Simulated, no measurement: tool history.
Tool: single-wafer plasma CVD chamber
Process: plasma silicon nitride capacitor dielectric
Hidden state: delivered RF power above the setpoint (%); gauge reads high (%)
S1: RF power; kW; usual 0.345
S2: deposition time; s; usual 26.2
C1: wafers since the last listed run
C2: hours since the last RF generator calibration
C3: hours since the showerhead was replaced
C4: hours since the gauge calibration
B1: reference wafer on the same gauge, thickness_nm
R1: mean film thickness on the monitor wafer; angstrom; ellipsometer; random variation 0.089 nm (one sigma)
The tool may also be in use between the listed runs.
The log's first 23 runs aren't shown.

| run | hour | S1 | S2 | C1 | C2 | C3 | C4 | B1 | R1 |
|---|---|---|---|---|---|---|---|---|---|
|  | 1901.7 | RF generator calibrated |
| 24 | 1943 | 0.345 | 26.2 | 1978 | 41.3 | 6636.6 | 685.6 | 39.258 | 342.18 |
| 25 | 1998.9 | 0.345 | 22.6 | 2040 | 97.2 | 6692.5 | 741.5 | 39.24 | 295.16 |
|  | 2058 | showerhead replaced |
| 26 | 2080.9 | 0.41 | 26.2 | 2701 | 179.2 | 22.9 | 823.5 | 39.201 | 362.16 |
| 27 | 2177.3 | 0.29 | 27.7 | 3519 | 275.6 | 119.3 | 919.9 | 39.246 | 334.87 |
| 28 | 2265.3 | 0.375 | 24.1 | 3212 | 363.6 | 207.3 | 1007.9 | 39.223 | 321.65 |
| 29 | 2301.6 | 0.315 | 22.4 | 1325 | 399.9 | 243.6 | 1044.2 | 39.201 | 278.96 |
| 30 | 2372.8 | 0.37 | 24.7 | 2599 | 471.1 | 314.8 | 1115.4 | 39.171 | 325.8 |
| 31 | 2478.5 | 0.345 | 26.2 | 3859 | 576.8 | 420.5 | 1221.1 | 39.195 | 335.4 |
| 32 | 2578.6 | 0.31 | 23.5 | 3654 | 676.9 | 520.6 | 1321.2 | 39.23 | 289.85 |
| 33 | 2652.3 | 0.345 | 26.2 | 2690 | 750.6 | 594.3 | 1394.9 | 39.202 | 334.26 |
| 34 | 2721 | 0.345 | 26.2 | 2508 | 819.3 | 663 | 1463.6 | 39.202 | 334.46 |
| 35 | 2809 | 0.37 | 21.5 | 3212 | 907.3 | 751 | 1551.6 | 39.236 | 281.06 |
| 36 | 2865.9 | 0.295 | 26.2 | 2077 | 964.2 | 807.9 | 1608.5 | 39.172 | 314.88 |
| 37 | 2905.9 | 0.28 | 26.2 | 1460 | 1004.2 | 847.9 | 1648.5 | 39.161 | 308.11 |

4 ways to go on from here, each from the tool as it stands after run 37. What would each give?
| A | 2906.3 | 0.345 | 26.2 | 14 | 1004.6 | 848.3 | 1648.9 | ? | ? |
| B | 2906.3 | 0.29 | 23.1 | 14 | 1004.6 | 848.3 | 1648.9 | ? | ? |
| C | 2906.3 | 0.3 | 23.2 | 14 | 1004.6 | 848.3 | 1648.9 | ? | ? |
| D | 2906.3 | 0.385 | 27.6 | 14 | 1004.6 | 848.3 | 1648.9 | ? | ? |

| run | B1 | R1 |
|---|---|---|
| A | 39.227 | 335.27 |
| B | 39.227 | 276.66 |
| C | 39.227 | 281.54 |
| D | 39.227 | 367.73 |
Without the tool's hidden state the same runs would have given:
| run | R1 |
|---|---|
| A | 344.35 |
| B | 284.15 |
| C | 289.17 |
| D | 377.69 |

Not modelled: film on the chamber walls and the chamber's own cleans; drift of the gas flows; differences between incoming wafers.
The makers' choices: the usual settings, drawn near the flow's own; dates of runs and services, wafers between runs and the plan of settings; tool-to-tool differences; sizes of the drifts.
